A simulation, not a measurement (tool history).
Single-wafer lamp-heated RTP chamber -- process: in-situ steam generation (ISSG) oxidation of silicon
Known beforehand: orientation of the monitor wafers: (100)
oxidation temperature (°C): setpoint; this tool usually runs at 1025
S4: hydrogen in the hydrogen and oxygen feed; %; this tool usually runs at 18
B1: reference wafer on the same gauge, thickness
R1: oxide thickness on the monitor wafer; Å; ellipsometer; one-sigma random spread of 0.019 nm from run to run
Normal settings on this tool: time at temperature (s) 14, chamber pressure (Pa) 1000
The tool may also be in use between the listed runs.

{"run": 1, "hour": 0.0, "oxidation temperature (°C)": 1025, "time at temperature (s)": 14, "chamber pressure (Pa)": 1000, "S4": 18, "B1": 4.146, "R1": 51.57}
{"run": 2, "hour": 48.8, "oxidation temperature (°C)": 1025, "time at temperature (s)": 14, "chamber pressure (Pa)": 1000, "S4": 18, "B1": 4.15, "R1": 51.9}
{"run": 3, "hour": 102.4, "oxidation temperature (°C)": 1025, "time at temperature (s)": 14, "chamber pressure (Pa)": 1000, "S4": 18, "B1": 4.148, "R1": 52.35}
{"run": 4, "hour": 150.4, "oxidation temperature (°C)": 1025, "time at temperature (s)": 14, "chamber pressure (Pa)": 1000, "S4": 18, "B1": 4.151, "R1": 52.12}
{"hour": 179.8, "done": "pyrometer window cleaned and pyrometer calibrated"}
{"run": 5, "hour": 180.3, "oxidation temperature (°C)": 1025, "time at temperature (s)": 14, "chamber pressure (Pa)": 1000, "S4": 18, "B1": 4.147, "R1": 51.6}
{"hour": 182.2, "done": "gauge calibrated"}
{"run": 6, "hour": 202.8, "oxidation temperature (°C)": 1025, "time at temperature (s)": 14, "chamber pressure (Pa)": 1000, "S4": 18, "B1": 4.152, "R1": 51.05}
{"run": 7, "hour": 238.2, "oxidation temperature (°C)": 1025, "time at temperature (s)": 14, "chamber pressure (Pa)": 1000, "S4": 18, "B1": 4.153, "R1": 51.62}
{"run": 8, "hour": 306.7, "oxidation temperature (°C)": 1025, "time at temperature (s)": 14, "chamber pressure (Pa)": 1000, "S4": 18, "B1": 4.151, "R1": 51.62}
{"hour": 366.9, "done": "hydrogen flow controller replaced"}
{"run": 9, "hour": 367.2, "oxidation temperature (°C)": 1025, "time at temperature (s)": 14, "chamber pressure (Pa)": 1000, "S4": 18, "B1": 4.15, "R1": 52.54}
{"hour": 381.0, "done": "pyrometer window cleaned and pyrometer calibrated"}
{"run": 10, "hour": 405.5, "oxidation temperature (°C)": 1025, "time at temperature (s)": 14, "chamber pressure (Pa)": 1000, "S4": 18, "B1": 4.149, "R1": 51.43}
{"run": 11, "hour": 444.9, "oxidation temperature (°C)": 1025, "time at temperature (s)": 14, "chamber pressure (Pa)": 1000, "S4": 18, "B1": 4.149, "R1": 51.5}
{"run": 12, "hour": 469.6, "oxidation temperature (°C)": 1025, "time at temperature (s)": 11, "chamber pressure (Pa)": 920, "S4": 18, "B1": 4.149, "R1": 46.14}
{"run": 13, "hour": 497.6, "oxidation temperature (°C)": 1025, "time at temperature (s)": 11, "chamber pressure (Pa)": 920, "S4": 18, "B1": 4.149, "R1": 45.97}
{"run": 14, "hour": 543.7, "oxidation temperature (°C)": 1025, "time at temperature (s)": 14, "chamber pressure (Pa)": 1173, "S4": 22, "B1": 4.15, "R1": 54.23}
{"run": 15, "hour": 598.7, "oxidation temperature (°C)": 1045, "time at temperature (s)": 9, "chamber pressure (Pa)": 1000, "S4": 23, "B1": 4.15, "R1": 49.51}
{"hour": 638.0, "done": "pyrometer window cleaned and pyrometer calibrated"}
{"run": 16, "hour": 647.1, "oxidation temperature (°C)": 1031, "time at temperature (s)": 10, "chamber pressure (Pa)": 1000, "S4": 15, "B1": 4.152, "R1": 42.77}
{"run": 17, "hour": 690.3, "oxidation temperature (°C)": 1025, "time at temperature (s)": 14, "chamber pressure (Pa)": 1000, "S4": 11, "B1": 4.153, "R1": 45.97}
{"hour": 727.0, "done": "pressure gauge zeroed"}
{"run": 18, "hour": 727.5, "oxidation temperature (°C)": 1038, "time at temperature (s)": 17, "chamber pressure (Pa)": 1000, "S4": 14, "B1": 4.15, "R1": 56.97}
{"run": 19, "hour": 775.5, "oxidation temperature (°C)": 1025, "time at temperature (s)": 14, "chamber pressure (Pa)": 1000, "S4": 18, "B1": 4.152, "R1": 51.51}
{"run": 20, "hour": 830.8, "oxidation temperature (°C)": 1025, "time at temperature (s)": 19, "chamber pressure (Pa)": 1000, "S4": 18, "B1": 4.147, "R1": 60.49}
{"hour": 842.8, "done": "pyrometer window cleaned and pyrometer calibrated"}
{"hour": 898.1, "done": "gauge calibrated"}
{"run": 21, "hour": 914.4, "oxidation temperature (°C)": 1025, "time at temperature (s)": 14, "chamber pressure (Pa)": 1000, "S4": 18, "B1": 4.146, "R1": 51.68}
{"run": 22, "hour": 965.4, "oxidation temperature (°C)": 1025, "time at temperature (s)": 14, "chamber pressure (Pa)": 1000, "S4": 18, "B1": 4.151, "R1": 52.32}
{"run": 23, "hour": 990.8, "oxidation temperature (°C)": 1025, "time at temperature (s)": 12, "chamber pressure (Pa)": 1000, "S4": 18, "B1": 4.152, "R1": 48.49}
{"hour": 1052.8, "done": "pyrometer window cleaned and pyrometer calibrated"}
{"run": 24, "hour": 1053.3, "oxidation temperature (°C)": 1025, "time at temperature (s)": 14, "chamber pressure (Pa)": 1000, "S4": 18, "B1": 4.149, "R1": 51.27}
{"run": 25, "hour": 1071.2, "oxidation temperature (°C)": 1014, "time at temperature (s)": 12, "chamber pressure (Pa)": 1160, "S4": 22, "B1": 4.151, "R1": 48.0}

Predict the results of run 26:
{"run": 26, "hour": 1124.6, "oxidation temperature (°C)": 1025, "time at temperature (s)": 14, "chamber pressure (Pa)": 1000, "S4": 18, "B1": "?", "R1": "?"}

Logged for run 26: B1 4.149, R1 51.42 Å.
Were there no unlogged condition in the tool, this run, its random variation unchanged, would have produced R1 51.05 Å.

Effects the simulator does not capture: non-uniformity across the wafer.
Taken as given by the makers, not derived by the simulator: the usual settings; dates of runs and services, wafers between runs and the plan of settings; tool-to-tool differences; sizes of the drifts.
